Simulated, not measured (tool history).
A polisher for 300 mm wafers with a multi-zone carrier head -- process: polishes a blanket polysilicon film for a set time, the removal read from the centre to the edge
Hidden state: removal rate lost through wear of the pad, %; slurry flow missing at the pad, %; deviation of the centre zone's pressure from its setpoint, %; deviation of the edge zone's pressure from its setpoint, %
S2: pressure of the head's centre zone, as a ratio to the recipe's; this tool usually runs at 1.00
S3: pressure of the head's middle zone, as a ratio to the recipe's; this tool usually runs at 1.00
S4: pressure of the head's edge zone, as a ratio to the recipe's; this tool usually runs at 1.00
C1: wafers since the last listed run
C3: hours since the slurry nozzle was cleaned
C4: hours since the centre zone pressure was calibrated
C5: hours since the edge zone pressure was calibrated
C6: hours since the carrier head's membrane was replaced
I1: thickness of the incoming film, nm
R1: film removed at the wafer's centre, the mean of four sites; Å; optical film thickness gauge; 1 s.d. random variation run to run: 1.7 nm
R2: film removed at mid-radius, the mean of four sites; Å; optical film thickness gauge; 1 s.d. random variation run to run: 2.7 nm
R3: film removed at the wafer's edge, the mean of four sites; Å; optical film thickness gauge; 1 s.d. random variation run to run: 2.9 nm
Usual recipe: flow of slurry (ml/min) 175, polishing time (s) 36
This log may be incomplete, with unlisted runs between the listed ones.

Run 1, hour 0.0: usual settings; C1 0; wafers polished on this pad 1480; C3 626.6; C4 999.6; C5 1230.2; C6 452.9; I1 1483.9. Result: R1 2603 Å, R2 2554 Å, R3 2679 Å.
Run 2, hour 14.2: usual settings but flow of slurry (ml/min) 150, S4 1.08; C1 203; wafers polished on this pad 1683; C3 640.8; C4 1013.8; C5 1244.4; C6 467.1; I1 1474.3. Result: R1 2492 Å, R2 2519 Å, R3 2645 Å.
Run 3, hour 40.1: usual settings but polishing time (s) 43; C1 370; wafers polished on this pad 2054; C3 666.7; C4 1039.7; C5 1270.3; C6 493.0; I1 1463.5. Result: R1 3042 Å, R2 3040 Å, R3 3145 Å.
At hour 45.4: worn pad replaced by a new one.
Run 4, hour 74.0: usual settings but polishing time (s) 43; C1 428; wafers polished on this pad 410; C3 700.6; C4 1073.6; C5 1304.2; C6 526.9; I1 1439.1. Result: R1 2913 Å, R2 2803 Å, R3 2936 Å.
Run 5, hour 100.2: usual settings but polishing time (s) 43; C1 375; wafers polished on this pad 785; C3 726.8; C4 1099.8; C5 1330.4; C6 553.1; I1 1466.8. Result: R1 2898 Å, R2 2804 Å, R3 2940 Å.
At hour 117.4: edge zone pressure recalibrated.
At hour 175.2: worn pad replaced by a new one, repeated, since the last time left the tool worse.
At hour 177.2: centre zone pressure recalibrated.
At hour 179.6: slurry nozzle cleaned.
Run 6, hour 181.1: usual settings; C1 1029; wafers polished on this pad 42; C3 1.5; C4 3.9; C5 63.7; C6 634.0; I1 1481.6. Result: R1 2717 Å, R2 2631 Å, R3 2822 Å.
Run 7, hour 202.2: usual settings; C1 302; wafers polished on this pad 344; C3 22.6; C4 25.0; C5 84.8; C6 655.1; I1 1480.4. Result: R1 2697 Å, R2 2689 Å, R3 2753 Å.
Run 8, hour 235.5: usual settings; C1 476; wafers polished on this pad 820; C3 55.9; C4 58.3; C5 118.1; C6 688.4; I1 1501.0. Result: R1 2684 Å, R2 2592 Å, R3 2701 Å.
Run 9, hour 260.3: usual settings but flow of slurry (ml/min) 145, polishing time (s) 43; C1 355; wafers polished on this pad 1175; C3 80.7; C4 83.1; C5 142.9; C6 713.2; I1 1491.7. Result: R1 2974 Å, R2 2951 Å, R3 3121 Å.
At hour 281.7: carrier head's membrane replaced by a new one.
Run 10, hour 295.1: usual settings; C1 426; wafers polished on this pad 1602; C3 115.5; C4 117.9; C5 177.7; C6 13.4; I1 1483.2. Result: R1 2610 Å, R2 2479 Å, R3 2670 Å.
At hour 308.0: worn pad replaced by a new one.
Run 11, hour 317.1: usual settings but S3 1.08, polishing time (s) 25; C1 257; wafers polished on this pad 130; C3 137.5; C4 139.9; C5 199.7; C6 35.4; I1 1480.7. Result: R1 1862 Å, R2 1999 Å, R3 1899 Å.
Run 12, hour 345.8: usual settings but S2 0.88, polishing time (s) 27; C1 410; wafers polished on this pad 541; C3 166.2; C4 168.6; C5 228.4; C6 64.1; I1 1486.4. Result: R1 1754 Å, R2 1941 Å, R3 2095 Å.
Run 13, hour 376.2: usual settings but flow of slurry (ml/min) 140, S2 1.08, S4 1.08, polishing time (s) 46; C1 435; wafers polished on this pad 976; C3 196.6; C4 199.0; C5 258.8; C6 94.5; I1 1454.0. Result: R1 3490 Å, R2 3154 Å, R3 3478 Å.
Run 14, hour 412.2: usual settings; C1 515; wafers polished on this pad 1491; C3 232.6; C4 235.0; C5 294.8; C6 130.5; I1 1479.9. Result: R1 2585 Å, R2 2574 Å, R3 2666 Å.
At hour 440.9: worn pad replaced by a new one.
Run 15, hour 441.4: usual settings but S2 1.07, S3 1.10, S4 1.04; C1 360; wafers polished on this pad 7; C3 261.8; C4 264.2; C5 324.0; C6 159.7; I1 1469.6. Result: R1 2928 Å, R2 2879 Å, R3 2775 Å.
Run 16, hour 452.7: usual settings but S2 0.92; C1 161; wafers polished on this pad 168; C3 273.1; C4 275.5; C5 335.3; C6 171.0; I1 1498.2. Result: R1 2514 Å, R2 2665 Å, R3 2750 Å.
Run 17, hour 479.5: usual settings but flow of slurry (ml/min) 210; C1 383; wafers polished on this pad 552; C3 299.9; C4 302.3; C5 362.1; C6 197.8; I1 1466.9. Result: R1 2793 Å, R2 2726 Å, R3 2817 Å.
Run 18, hour 492.5: usual settings but flow of slurry (ml/min) 195, S4 1.04; C1 186; wafers polished on this pad 738; C3 312.9; C4 315.3; C5 375.1; C6 210.8; I1 1447.8. Result: R1 2749 Å, R2 2677 Å, R3 2827 Å.
Run 19, hour 521.6: usual settings but S3 0.92; C1 416; wafers polished on this pad 1155; C3 342.0; C4 344.4; C5 404.2; C6 239.9; I1 1501.5. Result: R1 2652 Å, R2 2423 Å, R3 2751 Å.
Run 20, hour 549.1: usual settings but S4 0.91; C1 393; wafers polished on this pad 1548; C3 369.5; C4 371.9; C5 431.7; C6 267.4; I1 1461.6. Result: R1 2614 Å, R2 2589 Å, R3 2591 Å.
At hour 579.7: worn pad replaced by a new one.
Run 21, hour 580.2: usual settings but flow of slurry (ml/min) 115; C1 387; wafers polished on this pad 6; C3 400.6; C4 403.0; C5 462.8; C6 298.5; I1 1453.3. Result: R1 2458 Å, R2 2443 Å, R3 2561 Å.

Difference, measured minus no-hidden-state, one row per run. Run-to-run variation is common to both terms; the gauge's own scatter need not be:
run    R1    R2    R3
  1  -130  -128  -135
  2  -143  -144  -151
  3  -213  -212  -220
  4  -373  -358  -376
  5  -413  -401  -420
  6   -28   -27   -29
  7   -53   -53   -54
  8   -94   -91   -95
  9  -139  -138  -146
 10  -166  -157  -170
 11   -14   -15   -15
 12   -36   -40   -43
 13  -120  -109  -120
 14  -133  -132  -137
 15    -3    -3    -3
 16   -15   -16   -17
 17   -50   -49   -51
 18   -65   -63   -67
 19   -99   -91  -103
 20  -132  -130  -131
 21    -7    -7    -7

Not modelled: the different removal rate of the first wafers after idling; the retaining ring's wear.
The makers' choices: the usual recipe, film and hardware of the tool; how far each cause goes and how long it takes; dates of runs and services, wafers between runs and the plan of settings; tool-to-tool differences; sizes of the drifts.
